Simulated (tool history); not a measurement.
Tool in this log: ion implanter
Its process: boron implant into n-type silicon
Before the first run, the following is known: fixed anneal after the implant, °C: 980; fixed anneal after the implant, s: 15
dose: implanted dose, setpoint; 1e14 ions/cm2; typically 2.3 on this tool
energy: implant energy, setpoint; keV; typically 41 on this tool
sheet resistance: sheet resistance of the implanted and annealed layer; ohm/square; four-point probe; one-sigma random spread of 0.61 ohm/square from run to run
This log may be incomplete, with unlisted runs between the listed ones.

run,hour,dose,energy,wafers since the last listed run,hours since the last dose calibration,hours since the extraction supply was calibrated,hours since the gauge calibration,"read-back reference wafer on the same gauge, sheet resistance",sheet resistance
1,0,2.3,41,0,192.4,1130.8,979.5,328.28,405.19
# hour 9.2: gauge calibrated
2,52,2.61,41,856,244.4,1182.8,42.8,327.99,371.88
3,92.1,2.61,41,660,284.5,1222.9,82.9,328.06,373.03
4,150.2,2.16,31.5,956,342.6,1281,141,328.14,437.4
5,182.1,2.16,31.5,525,374.5,1312.9,172.9,327.91,438.06
6,245.8,2.16,31.5,1048,438.2,1376.6,236.6,327.84,438.76
7,309.2,2.52,33,1043,501.6,1440,300,327.79,391.57
8,393.1,2.52,33,1381,585.5,1523.9,383.9,328.16,392.59
9,445.8,2.3,41,867,638.2,1576.6,436.6,327.99,406.12
10,504.5,2.3,41,966,696.9,1635.3,495.3,327.83,405.78
11,542.1,1.96,41,618,734.5,1672.9,532.9,327.73,451.29
12,579.6,2.82,32,617,772,1710.4,570.4,327.99,364.35
# hour 780.7: Faraday cup replaced and dose calibrated
# hour 780.7: extraction supply calibrated
13,781.2,2.92,44.5,3185,0.5,0.5,772,327.84,342.39
14,821.1,2.54,34,656,40.4,40.4,811.9,327.99,387.9
# hour 877.8: gauge calibrated
15,885.6,2.62,41,1061,104.9,104.9,7.8,327.88,371.56
16,916.9,1.63,52.5,515,136.2,136.2,39.1,328.04,485.14
17,983.2,1.74,32,1091,202.5,202.5,105.4,328.04,507.92
18,1054.4,1.75,32,1172,273.7,273.7,176.6,328.01,506.11
19,1083.2,2.3,34,474,302.5,302.5,205.4,328.06,414.74
20,1126.4,2.75,55,711,345.7,345.7,248.6,327.86,345.48
21,1151.4,2.3,41,411,370.7,370.7,273.6,327.87,406.02
22,1202.9,2.3,41,847,422.2,422.2,325.1,327.91,405.11
23,1257.6,2.3,41,900,476.9,476.9,379.8,327.94,405.82

What if the next run were any one of these 3? Each begins from the tool's condition after run 23:
A,1258,2.3,41,6,477.3,477.3,380.2,?,?
B,1258,2.02,41,6,477.3,477.3,380.2,?,?
C,1258,2.48,33.5,6,477.3,477.3,380.2,?,?

run,"read-back reference wafer on the same gauge, sheet resistance",sheet resistance
A,328.22,405.26
B,328.22,441.44
C,328.22,395.29
Take away the tool's hidden state, keep each run's random variation, and the runs would have read:
run,sheet resistance
A,404.86
B,441
C,394.88
